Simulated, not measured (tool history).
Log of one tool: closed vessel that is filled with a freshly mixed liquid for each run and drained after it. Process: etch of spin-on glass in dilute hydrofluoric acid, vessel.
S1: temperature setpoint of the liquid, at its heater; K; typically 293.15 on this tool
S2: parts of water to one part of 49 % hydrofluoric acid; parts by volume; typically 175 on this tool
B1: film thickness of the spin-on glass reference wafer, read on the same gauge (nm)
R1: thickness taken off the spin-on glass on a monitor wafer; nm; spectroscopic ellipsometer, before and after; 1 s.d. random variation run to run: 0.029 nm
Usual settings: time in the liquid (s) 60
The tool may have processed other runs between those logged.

{"run": 1, "hour": 0.0, "S1": 293.15, "S2": 175, "time in the liquid (s)": 60, "B1": 149.99, "R1": 6.8}
{"run": 2, "hour": 49.3, "S1": 293.15, "S2": 175, "time in the liquid (s)": 60, "B1": 150.02, "R1": 6.8}
{"run": 3, "hour": 140.2, "S1": 293.15, "S2": 175, "time in the liquid (s)": 60, "B1": 150.01, "R1": 6.72}
{"run": 4, "hour": 235.6, "S1": 293.15, "S2": 175, "time in the liquid (s)": 60, "B1": 149.97, "R1": 6.7}
{"run": 5, "hour": 379.7, "S1": 293.15, "S2": 175, "time in the liquid (s)": 60, "B1": 150.05, "R1": 6.73}
{"run": 6, "hour": 483.7, "S1": 290.15, "S2": 175, "time in the liquid (s)": 60, "B1": 149.96, "R1": 5.93}
{"run": 7, "hour": 551.6, "S1": 290.15, "S2": 175, "time in the liquid (s)": 60, "B1": 149.98, "R1": 5.92}
{"run": 8, "hour": 601.5, "S1": 290.15, "S2": 175, "time in the liquid (s)": 60, "B1": 150, "R1": 5.84}
{"run": 9, "hour": 706.5, "S1": 293.15, "S2": 175, "time in the liquid (s)": 60, "B1": 149.98, "R1": 6.53}
{"run": 10, "hour": 761.1, "S1": 293.15, "S2": 175, "time in the liquid (s)": 60, "B1": 150.01, "R1": 6.57}
{"run": 11, "hour": 797.5, "S1": 290.15, "S2": 95, "time in the liquid (s)": 90, "B1": 150, "R1": 17.25}
{"hour": 929.8, "done": "thermometer replaced"}
{"hour": 931.1, "done": "hydrofluoric acid flow meter replaced"}
{"run": 12, "hour": 933.6, "S1": 296.15, "S2": 175, "time in the liquid (s)": 35, "B1": 150.01, "R1": 4.15}
{"run": 13, "hour": 985.0, "S1": 293.15, "S2": 120, "time in the liquid (s)": 60, "B1": 149.99, "R1": 9.65}
{"run": 14, "hour": 1077.2, "S1": 290.15, "S2": 95, "time in the liquid (s)": 60, "B1": 149.98, "R1": 10.99}
{"hour": 1146.2, "done": "gauge calibrated"}
{"run": 15, "hour": 1166.7, "S1": 296.15, "S2": 175, "time in the liquid (s)": 80, "B1": 150.01, "R1": 9.35}
{"run": 16, "hour": 1232.0, "S1": 293.15, "S2": 260, "time in the liquid (s)": 60, "B1": 150.01, "R1": 3.84}
{"run": 17, "hour": 1319.7, "S1": 293.15, "S2": 175, "time in the liquid (s)": 60, "B1": 150.01, "R1": 6.12}
{"hour": 1327.1, "done": "thermometer replaced, repeated, since the last time left the tool worse"}
{"run": 18, "hour": 1386.4, "S1": 293.15, "S2": 175, "time in the liquid (s)": 60, "B1": 149.99, "R1": 6.79}

Run 19 has not been measured yet. What should we expect?
{"run": 19, "hour": 1488.8, "S1": 293.15, "S2": 175, "time in the liquid (s)": 60, "B1": "?", "R1": "?"}

Logged for run 19: B1 149.99, R1 6.83 nm.
With the hidden condition absent and the run-to-run variation left alone, this run would have shown R1 6.91 nm.
